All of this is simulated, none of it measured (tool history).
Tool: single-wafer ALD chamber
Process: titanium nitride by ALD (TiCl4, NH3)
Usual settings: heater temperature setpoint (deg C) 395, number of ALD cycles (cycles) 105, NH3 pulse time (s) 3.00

run,hour,heater temperature setpoint (deg C),number of ALD cycles (cycles),NH3 pulse time (s),wafers since the last listed run,hours since the last thermocouple change,hours since the showerhead was replaced,hours since the gauge calibration,"read-back reference wafer on the same gauge, thickness_nm",mean film thickness on the monitor wafer (Å)
1,0.0,395,105,3.00,0,2322.2,6390.5,338.1,2.790,23.77
2,17.1,395,105,3.00,41,2339.3,6407.6,355.2,2.788,23.81
3,33.7,398,105,3.00,40,2355.9,6424.2,371.8,2.786,23.88
4,42.0,395,119,2.30,20,2364.2,6432.5,380.1,2.784,26.69
5,55.6,395,90,3.00,33,2377.8,6446.1,393.7,2.786,20.35
6,68.1,395,98,3.00,30,2390.3,6458.6,406.2,2.783,22.13
7,83.2,395,98,3.00,37,2405.4,6473.7,421.3,2.780,22.09
8,122.5,400,105,2.35,96,2444.7,6513.0,460.6,2.773,23.53
9,138.9,400,105,2.35,40,2461.1,6529.4,477.0,2.772,23.57
10,152.8,400,105,2.35,34,2475.0,6543.3,490.9,2.769,23.61
11,163.6,401,105,3.00,26,2485.8,6554.1,501.7,2.766,23.57
12,180.1,395,118,2.14,40,2502.3,6570.6,518.2,2.762,26.19
13,191.2,395,105,3.91,27,2513.4,6581.7,529.3,2.761,23.71
# hour 201.5: gauge calibrated
14,207.0,395,105,3.91,38,2529.2,6597.5,5.5,2.805,23.97
15,221.2,395,105,3.00,34,2543.4,6611.7,19.7,2.808,23.80
16,230.1,395,105,3.00,21,2552.3,6620.6,28.6,2.807,23.89
17,237.7,395,105,3.00,18,2559.9,6628.2,36.2,2.806,23.81
18,252.9,385,113,3.57,37,2575.1,6643.4,51.4,2.804,25.61
# hour 269.7: showerhead replaced
19,270.2,401,119,2.39,22,2592.4,0.5,68.7,2.805,27.13
20,286.7,389,99,3.00,40,2608.9,17.0,85.2,2.804,22.34
21,293.0,381,120,2.34,15,2615.2,23.3,91.5,2.803,26.80
22,326.4,406,114,3.70,81,2648.6,56.7,124.9,2.803,26.21
23,337.4,406,119,3.46,26,2659.6,67.7,135.9,2.800,27.19
24,344.7,395,105,3.00,17,2666.9,75.0,143.2,2.798,23.87
25,354.0,395,118,2.33,22,2676.2,84.3,152.5,2.800,26.62
26,371.9,400,121,2.17,43,2694.1,102.2,170.4,2.801,27.47
# hour 387.2: thermocouple changed; heater temperature recalibrated
27,387.7,381,123,2.45,19,0.5,118.0,186.2,2.800,27.46
28,394.2,395,105,3.00,15,7.0,124.5,192.7,2.797,23.80
29,409.1,395,89,3.00,36,21.9,139.4,207.6,2.796,20.16
30,416.2,382,119,3.00,17,29.0,146.5,214.7,2.794,26.83
31,424.5,401,88,3.67,20,37.3,154.8,223.0,2.797,20.13
32,434.2,395,105,3.91,23,47.0,164.5,232.7,2.795,24.01
33,440.4,395,105,3.00,15,53.2,170.7,238.9,2.794,23.85

For run 34, what comes out?
34,453.7,395,105,3.00,32,66.5,184.0,252.2,?,?

{"run 34": {"read-back reference wafer on the same gauge, thickness_nm": 2.795, "mean film thickness on the monitor wafer (Å)": 23.93}}
With the hidden condition absent and the run-to-run variation left alone, this run would have shown mean film thickness on the monitor wafer (Å) 24.08.
